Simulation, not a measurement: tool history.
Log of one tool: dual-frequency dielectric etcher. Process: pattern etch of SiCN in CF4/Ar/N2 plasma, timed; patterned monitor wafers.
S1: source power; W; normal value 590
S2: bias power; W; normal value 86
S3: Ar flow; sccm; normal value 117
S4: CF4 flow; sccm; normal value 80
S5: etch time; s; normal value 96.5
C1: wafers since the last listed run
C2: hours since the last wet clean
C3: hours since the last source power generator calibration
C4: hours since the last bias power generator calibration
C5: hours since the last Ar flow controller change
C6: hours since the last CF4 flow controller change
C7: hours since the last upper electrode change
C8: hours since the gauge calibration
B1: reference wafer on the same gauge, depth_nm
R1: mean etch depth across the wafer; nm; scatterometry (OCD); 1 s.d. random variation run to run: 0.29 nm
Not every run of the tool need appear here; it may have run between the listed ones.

{"run": 1, "hour": 0.0, "S1": 590, "S2": 86, "S3": 96, "S4": 80, "S5": 96.5, "C1": 0, "C2": 209.5, "C3": 1253.9, "C4": 435.4, "C5": 20.1, "C6": 2577.2, "C7": 2084.7, "C8": 2043.7, "B1": 105, "R1": 114.2}
{"run": 2, "hour": 91.3, "S1": 590, "S2": 86, "S3": 96, "S4": 80, "S5": 96.5, "C1": 1091, "C2": 300.8, "C3": 1345.2, "C4": 526.7, "C5": 111.4, "C6": 2668.5, "C7": 2176, "C8": 2135, "B1": 104.9, "R1": 114.6}
{"run": 3, "hour": 161.1, "S1": 590, "S2": 86, "S3": 117, "S4": 80, "S5": 84, "C1": 834, "C2": 370.6, "C3": 1415, "C4": 596.5, "C5": 181.2, "C6": 2738.3, "C7": 2245.8, "C8": 2204.8, "B1": 105, "R1": 97}
{"hour": 282.4, "done": "upper electrode replaced"}
{"hour": 320.5, "done": "wet clean of the chamber"}
{"hour": 366.6, "done": "gauge calibrated"}
{"run": 4, "hour": 423.3, "S1": 590, "S2": 98, "S3": 117, "S4": 80, "S5": 96.5, "C1": 2560, "C2": 102.8, "C3": 1677.2, "C4": 858.7, "C5": 443.4, "C6": 3000.5, "C7": 140.9, "C8": 56.7, "B1": 105, "R1": 117.1}
{"run": 5, "hour": 467.7, "S1": 450, "S2": 73, "S3": 105, "S4": 80, "S5": 108.5, "C1": 530, "C2": 147.2, "C3": 1721.6, "C4": 903.1, "C5": 487.8, "C6": 3044.9, "C7": 185.3, "C8": 101.1, "B1": 105.1, "R1": 97.3}
{"run": 6, "hour": 551.5, "S1": 590, "S2": 86, "S3": 117, "S4": 80, "S5": 96.5, "C1": 1001, "C2": 231, "C3": 1805.4, "C4": 986.9, "C5": 571.6, "C6": 3128.7, "C7": 269.1, "C8": 184.9, "B1": 105, "R1": 111.6}
{"hour": 575.2, "done": "CF4 flow controller replaced"}
{"run": 7, "hour": 634.5, "S1": 590, "S2": 86, "S3": 100, "S4": 80, "S5": 81, "C1": 920, "C2": 314, "C3": 1888.4, "C4": 1069.9, "C5": 654.6, "C6": 59.3, "C7": 352.1, "C8": 267.9, "B1": 105, "R1": 96.1}
{"run": 8, "hour": 670.6, "S1": 670, "S2": 86, "S3": 135, "S4": 67, "S5": 120.5, "C1": 431, "C2": 350.1, "C3": 1924.5, "C4": 1106, "C5": 690.7, "C6": 95.4, "C7": 388.2, "C8": 304, "B1": 105, "R1": 147.7}
{"run": 9, "hour": 721.2, "S1": 590, "S2": 67, "S3": 104, "S4": 61, "S5": 115.5, "C1": 604, "C2": 400.7, "C3": 1975.1, "C4": 1156.6, "C5": 741.3, "C6": 146, "C7": 438.8, "C8": 354.6, "B1": 105, "R1": 119.1}
{"hour": 764.6, "done": "source power generator calibrated"}
{"run": 10, "hour": 768.6, "S1": 660, "S2": 86, "S3": 101, "S4": 90, "S5": 114.5, "C1": 518, "C2": 448.1, "C3": 4, "C4": 1204, "C5": 788.7, "C6": 193.4, "C7": 486.2, "C8": 402, "B1": 105.1, "R1": 151.3}
{"run": 11, "hour": 813.4, "S1": 590, "S2": 86, "S3": 117, "S4": 80, "S5": 96.5, "C1": 535, "C2": 492.9, "C3": 48.8, "C4": 1248.8, "C5": 833.5, "C6": 238.2, "C7": 531, "C8": 446.8, "B1": 105, "R1": 112.4}
{"run": 12, "hour": 862.2, "S1": 590, "S2": 86, "S3": 109, "S4": 99, "S5": 96.5, "C1": 583, "C2": 541.7, "C3": 97.6, "C4": 1297.6, "C5": 882.3, "C6": 287, "C7": 579.8, "C8": 495.6, "B1": 105.1, "R1": 117.3}
{"run": 13, "hour": 902.7, "S1": 510, "S2": 86, "S3": 99, "S4": 80, "S5": 96.5, "C1": 484, "C2": 582.2, "C3": 138.1, "C4": 1338.1, "C5": 922.8, "C6": 327.5, "C7": 620.3, "C8": 536.1, "B1": 105, "R1": 102.1}
{"hour": 992.2, "done": "wet clean of the chamber"}
{"run": 14, "hour": 994.9, "S1": 590, "S2": 69, "S3": 117, "S4": 67, "S5": 96.5, "C1": 815, "C2": 2.7, "C3": 230.3, "C4": 1430.3, "C5": 1015, "C6": 419.7, "C7": 712.5, "C8": 628.3, "B1": 104.9, "R1": 100.8}
{"run": 15, "hour": 1043.7, "S1": 590, "S2": 86, "S3": 117, "S4": 80, "S5": 96.5, "C1": 583, "C2": 51.5, "C3": 279.1, "C4": 1479.1, "C5": 1063.8, "C6": 468.5, "C7": 761.3, "C8": 677.1, "B1": 105, "R1": 113}
{"run": 16, "hour": 1121.0, "S1": 630, "S2": 86, "S3": 131, "S4": 70, "S5": 96.5, "C1": 923, "C2": 128.8, "C3": 356.4, "C4": 1556.4, "C5": 1141.1, "C6": 545.8, "C7": 838.6, "C8": 754.4, "B1": 105, "R1": 114.3}
{"hour": 1159.2, "done": "CF4 flow controller replaced, repeated, since the last time left the tool worse"}
{"run": 17, "hour": 1197.7, "S1": 590, "S2": 98, "S3": 92, "S4": 80, "S5": 75, "C1": 845, "C2": 205.5, "C3": 433.1, "C4": 1633.1, "C5": 1217.8, "C6": 38.5, "C7": 915.3, "C8": 831.1, "B1": 105, "R1": 92.3}
{"run": 18, "hour": 1258.6, "S1": 590, "S2": 86, "S3": 117, "S4": 89, "S5": 96.5, "C1": 727, "C2": 266.4, "C3": 494, "C4": 1694, "C5": 1278.7, "C6": 99.4, "C7": 976.2, "C8": 892, "B1": 105, "R1": 113.1}
{"run": 19, "hour": 1339.5, "S1": 590, "S2": 86, "S3": 126, "S4": 80, "S5": 96.5, "C1": 966, "C2": 347.3, "C3": 574.9, "C4": 1774.9, "C5": 1359.6, "C6": 180.3, "C7": 1057.1, "C8": 972.9, "B1": 105, "R1": 109.9}
{"run": 20, "hour": 1426.8, "S1": 590, "S2": 76, "S3": 117, "S4": 96, "S5": 113, "C1": 1043, "C2": 434.6, "C3": 662.2, "C4": 1862.2, "C5": 1446.9, "C6": 267.6, "C7": 1144.4, "C8": 1060.2, "B1": 105, "R1": 128.8}
{"run": 21, "hour": 1501.0, "S1": 590, "S2": 86, "S3": 117, "S4": 80, "S5": 96.5, "C1": 886, "C2": 508.8, "C3": 736.4, "C4": 1936.4, "C5": 1521.1, "C6": 341.8, "C7": 1218.6, "C8": 1134.4, "B1": 105.1, "R1": 110.8}

Measured minus without-hidden-state, run by run (identical run-to-run variation in each term; gauge scatter may differ):
Unlogged tool condition in this case: etch rate over this chamber's usual, %; source power that arrives over what is set, %; bias power that arrives over what is set, %; Ar flow that arrives over what is set, %; CF4 flow that arrives over what is set, %; gauge reads high (%).
run=1 R1=+0.8
run=2 R1=+0.9
run=3 R1=+0.8
run=4 R1=+1
run=5 R1=+0.8
run=6 R1=+0.9
run=7 R1=+1.4
run=8 R1=+2.5
run=9 R1=+2.2
run=10 R1=+2.3
run=11 R1=+1.8
run=12 R1=+1.7
run=13 R1=+1.7
run=14 R1=+2
run=15 R1=+2.1
run=16 R1=+2.2
run=17 R1=+0.1
run=18 R1=+0.2
run=19 R1=+0.2
run=20 R1=+0.3
run=21 R1=+0.3
